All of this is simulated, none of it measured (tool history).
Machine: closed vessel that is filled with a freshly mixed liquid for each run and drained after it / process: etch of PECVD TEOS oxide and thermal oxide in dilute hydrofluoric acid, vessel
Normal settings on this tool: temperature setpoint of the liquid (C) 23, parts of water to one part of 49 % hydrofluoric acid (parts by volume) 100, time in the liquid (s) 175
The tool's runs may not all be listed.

run    hour  temperature setpoint of the liquid (C)  parts of water to one part of 49 % hydrofluoric acid (parts by volume)  time in the liquid (s)  read-back film thickness of the PECVD TEOS oxide reference wafer, read on the same gauge (nm)  read-back film thickness of the thermal oxide reference wafer, read on the same gauge (nm)  thickness taken off the PECVD TEOS oxide on a monitor wafer (nm)  thickness taken off the thermal oxide on a monitor wafer (nm)
  1       0                                      23                                                                     100                     175                                                                                          59.99                                                                                      139.94                                                             26.14                                                           8.38
  2    46.4                                      23                                                                     100                     175                                                                                          59.99                                                                                      140.01                                                             25.51                                                           8.55
  3   115.7                                      23                                                                     100                     140                                                                                          59.98                                                                                         140                                                              20.6                                                           6.69
  4   213.3                                      23                                                                     100                     175                                                                                             60                                                                                         140                                                             25.76                                                           8.34
  5   265.9                                      23                                                                     100                     175                                                                                             60                                                                                         140                                                              25.4                                                           8.39
  6   322.2                                      23                                                                     150                     240                                                                                             60                                                                                      139.97                                                              21.7                                                           7.23
      376.7  -- thermometer replaced
  7   412.5                                    27.5                                                                     100                     125                                                                                          59.98                                                                                      140.02                                                             19.24                                                           6.41
      420.4  -- hydrofluoric acid flow meter replaced
  8   475.5                                    25.5                                                                     100                     235                                                                                             60                                                                                      140.01                                                             37.17                                                          12.21
  9   535.1                                      23                                                                     100                     200                                                                                          60.01                                                                                         140                                                             28.56                                                           9.53
 10   600.6                                      27                                                                     135                     105                                                                                          59.99                                                                                         140                                                             12.57                                                           4.12
 11   657.4                                      23                                                                     100                     175                                                                                          59.99                                                                                      140.02                                                             24.58                                                           8.21
 12   726.4                                    26.5                                                                     150                      95                                                                                          60.01                                                                                      140.01                                                              9.76                                                            3.2
 13   996.2                                      23                                                                      75                     175                                                                                          60.01                                                                                      139.95                                                             33.95                                                          11.17
 14  1059.7                                      20                                                                      80                     175                                                                                          60.01                                                                                      140.03                                                              27.5                                                           9.32
     1100.4  -- gauge calibrated
 15  1128.6                                      21                                                                      75                     105                                                                                             60                                                                                      140.05                                                             18.73                                                           6.27
 16  1170.4                                      23                                                                     100                     175                                                                                             60                                                                                      139.99                                                             24.46                                                           8.11
 17  1221.6                                      23                                                                     150                     175                                                                                             60                                                                                      139.99                                                             15.25                                                           5.17
 18  1535.5                                    19.5                                                                      70                     175                                                                                          60.02                                                                                         140                                                              30.9                                                          10.31
 19  1582.9                                      28                                                                     140                     100                                                                                          59.99                                                                                      140.02                                                             11.53                                                           3.67
 20  1622.4                                      23                                                                      70                     235                                                                                          59.98                                                                                      139.97                                                             47.79                                                          15.82
 21  1673.6                                      25                                                                     140                     125                                                                                          59.98                                                                                      139.98                                                             12.61                                                           4.14
 22  1717.8                                      26                                                                     130                     260                                                                                          60.03                                                                                      140.05                                                             29.61                                                           9.86
       1739  -- hydrofluoric acid flow meter replaced
 23  1760.1                                      21                                                                     100                     125                                                                                          60.01                                                                                      139.96                                                             17.71                                                           5.81
 24  1816.7                                      23                                                                     100                     175                                                                                          59.99                                                                                      139.97                                                             26.79                                                           8.71
 25  1920.7                                      26                                                                     100                     175                                                                                          60.01                                                                                      139.96                                                             29.21                                                           9.67
 26  1976.7                                    25.5                                                                      75                     130                                                                                             60                                                                                      140.01                                                             29.94                                                           9.86

Consider 4 possible next runs. They are alternatives, not a sequence: every one starts from the tool as it was left by run 26. What does each give?
  A  1977.4                                      23                                                                     100                     230                                                                                              ?                                                                                           ?                                                                 ?                                                              ?
  B  1977.4                                      23                                                                     120                     175                                                                                              ?                                                                                           ?                                                                 ?                                                              ?
  C  1977.4                                      23                                                                     140                     130                                                                                              ?                                                                                           ?                                                                 ?                                                              ?
  D  1977.4                                    20.5                                                                     135                     175                                                                                              ?                                                                                           ?                                                                 ?                                                              ?

run  read-back film thickness of the PECVD TEOS oxide reference wafer, read on the same gauge (nm)  read-back film thickness of the thermal oxide reference wafer, read on the same gauge (nm)  thickness taken off the PECVD TEOS oxide on a monitor wafer (nm)  thickness taken off the thermal oxide on a monitor wafer (nm)
  A                                                                                          60.02                                                                                      140.01                                                             34.88                                                          11.34
  B                                                                                          60.02                                                                                      140.01                                                             21.57                                                           7.01
  C                                                                                          60.02                                                                                      140.01                                                              13.4                                                           4.36
  D                                                                                          60.02                                                                                      140.01                                                             17.09                                                           5.55
Had the tool no hidden state, the same runs would have come out as:
run  thickness taken off the PECVD TEOS oxide on a monitor wafer (nm)  thickness taken off the thermal oxide on a monitor wafer (nm)
  A                                                             33.49                                                          10.88
  B                                                             20.74                                                           6.74
  C                                                              12.9                                                           4.19
  D                                                             16.41                                                           5.34

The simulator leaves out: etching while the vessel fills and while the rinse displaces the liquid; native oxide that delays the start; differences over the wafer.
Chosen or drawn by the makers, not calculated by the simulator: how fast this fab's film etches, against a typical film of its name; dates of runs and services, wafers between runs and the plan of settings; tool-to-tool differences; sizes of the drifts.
